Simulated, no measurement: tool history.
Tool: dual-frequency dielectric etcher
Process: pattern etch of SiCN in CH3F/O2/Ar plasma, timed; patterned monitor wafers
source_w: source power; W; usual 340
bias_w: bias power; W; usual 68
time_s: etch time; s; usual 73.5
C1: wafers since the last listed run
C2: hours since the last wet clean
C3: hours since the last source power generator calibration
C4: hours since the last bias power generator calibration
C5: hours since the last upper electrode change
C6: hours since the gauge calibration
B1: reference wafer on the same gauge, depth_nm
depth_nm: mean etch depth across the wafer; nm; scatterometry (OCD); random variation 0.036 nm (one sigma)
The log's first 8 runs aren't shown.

-- hour=201.0 source power generator calibrated
-- hour=202.4 wet clean of the chamber
run 9 hour=202.9 | source_w=340 bias_w=68 time_s=85.0 | C1=237 C2=0.5 C3=1.9 C4=40.3 C5=4682.8 C6=345.2 | B1=20.50 | depth_nm=27.72
run 10 hour=224.3 | source_w=400 bias_w=83 time_s=53.5 | C1=150 C2=21.9 C3=23.3 C4=61.7 C5=4704.2 C6=366.6 | B1=20.50 | depth_nm=20.68
run 11 hour=245.6 | source_w=340 bias_w=68 time_s=85.0 | C1=149 C2=43.2 C3=44.6 C4=83.0 C5=4725.5 C6=387.9 | B1=20.50 | depth_nm=27.77
run 12 hour=268.9 | source_w=310 bias_w=68 time_s=60.0 | C1=163 C2=66.5 C3=67.9 C4=106.3 C5=4748.8 C6=411.2 | B1=20.49 | depth_nm=18.67
-- hour=322.7 upper electrode replaced
run 13 hour=323.2 | source_w=410 bias_w=83 time_s=73.5 | C1=213 C2=120.8 C3=122.2 C4=160.6 C5=0.5 C6=465.5 | B1=20.49 | depth_nm=28.97
run 14 hour=326.9 | source_w=340 bias_w=83 time_s=73.5 | C1=26 C2=124.5 C3=125.9 C4=164.3 C5=4.2 C6=469.2 | B1=20.50 | depth_nm=26.27
run 15 hour=345.2 | source_w=400 bias_w=68 time_s=73.5 | C1=128 C2=142.8 C3=144.2 C4=182.6 C5=22.5 C6=487.5 | B1=20.50 | depth_nm=26.28
run 16 hour=376.7 | source_w=280 bias_w=56 time_s=73.5 | C1=221 C2=174.3 C3=175.7 C4=214.1 C5=54.0 C6=519.0 | B1=20.50 | depth_nm=19.91
run 17 hour=403.0 | source_w=340 bias_w=68 time_s=73.5 | C1=185 C2=200.6 C3=202.0 C4=240.4 C5=80.3 C6=545.3 | B1=20.50 | depth_nm=24.29
run 18 hour=424.8 | source_w=340 bias_w=68 time_s=73.5 | C1=153 C2=222.4 C3=223.8 C4=262.2 C5=102.1 C6=567.1 | B1=20.50 | depth_nm=24.28
run 19 hour=449.2 | source_w=300 bias_w=54 time_s=73.5 | C1=171 C2=246.8 C3=248.2 C4=286.6 C5=126.5 C6=591.5 | B1=20.51 | depth_nm=20.50

Run 20 comes next. What will it give?
run 20 hour=467.0 | source_w=270 bias_w=68 time_s=73.5 | C1=125 C2=264.6 C3=266.0 C4=304.4 C5=144.3 C6=609.3 | B1=? | depth_nm=?

Run 20 gave B1 20.50, depth_nm 21.37 nm.
Without the tool's hidden state the same run would have given depth_nm 21.12 nm.

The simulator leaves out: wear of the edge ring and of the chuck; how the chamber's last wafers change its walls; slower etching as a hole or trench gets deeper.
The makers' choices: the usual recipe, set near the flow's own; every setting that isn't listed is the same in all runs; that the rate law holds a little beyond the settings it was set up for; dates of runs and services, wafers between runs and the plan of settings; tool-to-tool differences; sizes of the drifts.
